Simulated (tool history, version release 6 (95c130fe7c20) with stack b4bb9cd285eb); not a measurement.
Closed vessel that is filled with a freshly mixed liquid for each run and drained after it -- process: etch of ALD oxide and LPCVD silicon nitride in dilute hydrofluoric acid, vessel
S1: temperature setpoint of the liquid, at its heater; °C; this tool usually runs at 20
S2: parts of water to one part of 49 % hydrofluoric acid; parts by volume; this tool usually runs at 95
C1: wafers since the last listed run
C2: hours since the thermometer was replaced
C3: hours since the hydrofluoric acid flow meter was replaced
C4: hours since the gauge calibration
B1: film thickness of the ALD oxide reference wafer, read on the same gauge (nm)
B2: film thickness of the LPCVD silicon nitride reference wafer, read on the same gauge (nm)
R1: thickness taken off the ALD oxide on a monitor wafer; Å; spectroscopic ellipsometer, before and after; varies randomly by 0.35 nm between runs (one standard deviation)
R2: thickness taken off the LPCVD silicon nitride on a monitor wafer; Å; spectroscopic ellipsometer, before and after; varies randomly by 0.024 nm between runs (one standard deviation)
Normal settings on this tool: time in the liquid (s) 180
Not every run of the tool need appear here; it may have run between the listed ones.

run 1 day=0 | S1=20 S2=70 time_in_the_liquid_(s)=90 | C1=0 C2=806.4 C3=374.7 C4=361.6 | B1=29.99 B2=79.993 | R1=343.9 R2=3.89
run 2 day=3.988 | S1=20 S2=80 time_in_the_liquid_(s)=180 | C1=8068 C2=902.1 C3=470.4 C4=457.3 | B1=30 B2=80.013 | R1=604.9 R2=7.63
run 3 day=7.229 | S1=22 S2=95 time_in_the_liquid_(s)=180 | C1=6559 C2=979.9 C3=548.2 C4=535.1 | B1=30 B2=80.007 | R1=547.8 R2=7.3
run 4 day=9.162 | S1=20 S2=95 time_in_the_liquid_(s)=180 | C1=3911 C2=1026.3 C3=594.6 C4=581.5 | B1=30 B2=80.02 | R1=498.6 R2=6.04
run 5 day=13 | S1=20 S2=95 time_in_the_liquid_(s)=180 | C1=7764 C2=1118.4 C3=686.7 C4=673.6 | B1=30 B2=80.001 | R1=508.4 R2=5.65
run 6 day=16.246 | S1=20 S2=95 time_in_the_liquid_(s)=180 | C1=6567 C2=1196.3 C3=764.6 C4=751.5 | B1=29.99 B2=79.985 | R1=507.5 R2=6.73
run 7 day=19.583 | S1=20 S2=95 time_in_the_liquid_(s)=180 | C1=6753 C2=1276.4 C3=844.7 C4=831.6 | B1=30.02 B2=80.004 | R1=507.5 R2=6.38
-- day=20.325 hydrofluoric acid flow meter replaced
run 8 day=23.454 | S1=20 S2=95 time_in_the_liquid_(s)=180 | C1=7747 C2=1369.3 C3=75.1 C4=924.5 | B1=29.98 B2=80.006 | R1=512.3 R2=6.45
run 9 day=27.042 | S1=20 S2=95 time_in_the_liquid_(s)=180 | C1=7258 C2=1455.4 C3=161.2 C4=1010.6 | B1=30.01 B2=80.008 | R1=518.7 R2=6.52
-- day=27.208 thermometer replaced
run 10 day=28.792 | S1=20 S2=95 time_in_the_liquid_(s)=180 | C1=3456 C2=38 C3=203.2 C4=1052.6 | B1=30.01 B2=80.006 | R1=468.5 R2=5.44
run 11 day=32.004 | S1=17 S2=95 time_in_the_liquid_(s)=180 | C1=6500 C2=115.1 C3=280.3 C4=1129.7 | B1=29.99 B2=80.003 | R1=415.6 R2=4.48
run 12 day=33.625 | S1=17.5 S2=80 time_in_the_liquid_(s)=180 | C1=3279 C2=154 C3=319.2 C4=1168.6 | B1=29.99 B2=79.996 | R1=519.4 R2=5.38
run 13 day=36.55 | S1=20 S2=95 time_in_the_liquid_(s)=210 | C1=5918 C2=224.2 C3=389.4 C4=1238.8 | B1=30.01 B2=80.01 | R1=556.7 R2=6.31
run 14 day=39.404 | S1=20 S2=95 time_in_the_liquid_(s)=220 | C1=5775 C2=292.7 C3=457.9 C4=1307.3 | B1=30.01 B2=80.005 | R1=587.2 R2=7.17
run 15 day=41.588 | S1=17 S2=95 time_in_the_liquid_(s)=110 | C1=4417 C2=345.1 C3=510.3 C4=1359.7 | B1=29.98 B2=79.998 | R1=258.2 R2=2.83
run 16 day=43.117 | S1=22.5 S2=55 time_in_the_liquid_(s)=210 | C1=3094 C2=381.8 C3=547 C4=1396.4 | B1=30 B2=80.012 | R1=1130.7 R2=13.35
-- day=54.433 hydrofluoric acid flow meter replaced
run 17 day=54.733 | S1=18.5 S2=75 time_in_the_liquid_(s)=135 | C1=23420 C2=660.6 C3=7.2 C4=1675.2 | B1=30 B2=79.999 | R1=449.6 R2=5.46
run 18 day=56.471 | S1=17 S2=65 time_in_the_liquid_(s)=180 | C1=3515 C2=702.3 C3=48.9 C4=1716.9 | B1=30.01 B2=79.987 | R1=650.7 R2=6.85
run 19 day=63.6 | S1=18 S2=95 time_in_the_liquid_(s)=180 | C1=14424 C2=873.4 C3=220 C4=1888 | B1=30 B2=79.997 | R1=463.9 R2=5.56
-- day=63.646 gauge calibrated
run 20 day=67.854 | S1=20 S2=95 time_in_the_liquid_(s)=180 | C1=8607 C2=975.5 C3=322.1 C4=101 | B1=30.01 B2=80 | R1=496.7 R2=6.4
run 21 day=69.967 | S1=24.5 S2=120 time_in_the_liquid_(s)=230 | C1=4274 C2=1026.2 C3=372.8 C4=151.7 | B1=30 B2=79.978 | R1=595.1 R2=8.76

Forecast run 22:
run 22 day=72.367 | S1=18.5 S2=75 time_in_the_liquid_(s)=135 | C1=4856 C2=1083.8 C3=430.4 C4=209.3 | B1=? B2=? | R1=? R2=?

{"run 22": {"B1": 30, "B2": 79.995, "R1": 458.8, "R2": 5.54}}
Minus the tool's unlogged condition, the same run would have read R1 428.2 Å, R2 4.94 Å.
